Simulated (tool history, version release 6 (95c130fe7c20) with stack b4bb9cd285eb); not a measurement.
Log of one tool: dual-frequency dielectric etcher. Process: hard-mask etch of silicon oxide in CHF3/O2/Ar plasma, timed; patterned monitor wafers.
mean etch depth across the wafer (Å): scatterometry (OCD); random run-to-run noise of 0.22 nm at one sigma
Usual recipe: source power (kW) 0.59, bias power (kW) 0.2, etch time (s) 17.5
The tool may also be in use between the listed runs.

run     day  source power (kW)  bias power (kW)  etch time (s)  wafers since the last listed run  hours since the last wet clean  hours since the last source power generator calibration  hours since the last bias power generator calibration  hours since the last upper electrode change  hours since the gauge calibration  read-back reference wafer on the same gauge, depth_nm  mean etch depth across the wafer (Å)
  1       0               0.59             0.22           17.5                                 0                           254.6                                                   3158.9                                                 1638.3                                         2144                               54.4                                                  36.45                                 367.4
  2   2.517               0.59             0.22           17.5                               972                             315                                                   3219.3                                                 1698.7                                       2204.4                              114.8                                                  36.48                                 372.4
  3   4.783               0.51              0.2           17.5                               876                           369.4                                                   3273.7                                                 1753.1                                       2258.8                              169.2                                                  36.47                                 342.4
  4   7.454               0.49              0.2           17.5                              1032                           433.5                                                   3337.8                                                 1817.2                                       2322.9                              233.3                                                   36.5                                 336.9
     10.862  -- wet clean of the chamber
  5  10.883               0.59              0.2             20                               939                             0.5                                                   3420.1                                                 1899.5                                       2405.2                              315.6                                                  36.53                                 400.5
  6  12.029               0.59              0.2           17.5                               442                              28                                                   3447.6                                                   1927                                       2432.7                              343.1                                                   36.5                                 350.2
  7   13.35               0.59              0.2           17.5                               510                            59.7                                                   3479.3                                                 1958.7                                       2464.4                              374.8                                                  36.49                                 351.9
     14.912  -- source power generator calibrated
     15.608  -- upper electrode replaced
  8  15.629               0.49              0.2           17.5                               547                           114.4                                                     17.2                                                 2013.4                                          0.5                              429.5                                                  36.48                                 332.8
  9  16.338               0.59            0.248           17.5                               273                           131.4                                                     34.2                                                 2030.4                                         17.5                              446.5                                                  36.49                                 384.5
     16.612  -- bias power generator calibrated
     17.604  -- gauge calibrated
 10  19.092                0.5            0.181           20.5                              1000                           197.5                                                    100.3                                                   59.5                                         83.6                               35.7                                                  36.55                                 385.2
 11   21.45               0.53            0.187           17.5                               911                           254.1                                                    156.9                                                  116.1                                        140.2                               92.3                                                  36.52                                 337.9
 12  22.888               0.66              0.2           17.5                               555                           288.6                                                    191.4                                                  150.6                                        174.7                              126.8                                                  36.46                                   380
 13   25.85               0.59              0.2           17.5                              1145                           359.7                                                    262.5                                                  221.7                                        245.8                              197.9                                                   36.5                                 365.7
     28.042  -- wet clean of the chamber
 14    28.3               0.59              0.2             16                               560                             6.2                                                    321.3                                                  280.5                                        304.6                              256.7                                                  36.52                                   319

Each row is a separate what-if for the run after 14, all from the same tool condition, not one after another. Results?
  A  28.317                0.7              0.2           17.5                                 6                             6.6                                                    321.7                                                  280.9                                          305                              257.1                                                      ?                                     ?
  B  28.317               0.59              0.2           20.5                                 6                             6.6                                                    321.7                                                  280.9                                          305                              257.1                                                      ?                                     ?
  C  28.317               0.59            0.234           19.5                                 6                             6.6                                                    321.7                                                  280.9                                          305                              257.1                                                      ?                                     ?
  D  28.317               0.73              0.2             22                                 6                             6.6                                                    321.7                                                  280.9                                          305                              257.1                                                      ?                                     ?
  E  28.317               0.59             0.24           17.5                                 6                             6.6                                                    321.7                                                  280.9                                          305                              257.1                                                      ?                                     ?

run  read-back reference wafer on the same gauge, depth_nm  mean etch depth across the wafer (Å)
  A                                                   36.5                                 370.1
  B                                                   36.5                                 407.8
  C                                                   36.5                                 407.1
  D                                                   36.5                                 472.4
  E                                                   36.5                                 368.3
The same runs, with their run-to-run variation unchanged, on a tool lacking any hidden condition would have given:
run  mean etch depth across the wafer (Å)
  A                                 370.1
  B                                 407.7
  C                                   407
  D                                 472.3
  E                                 368.2
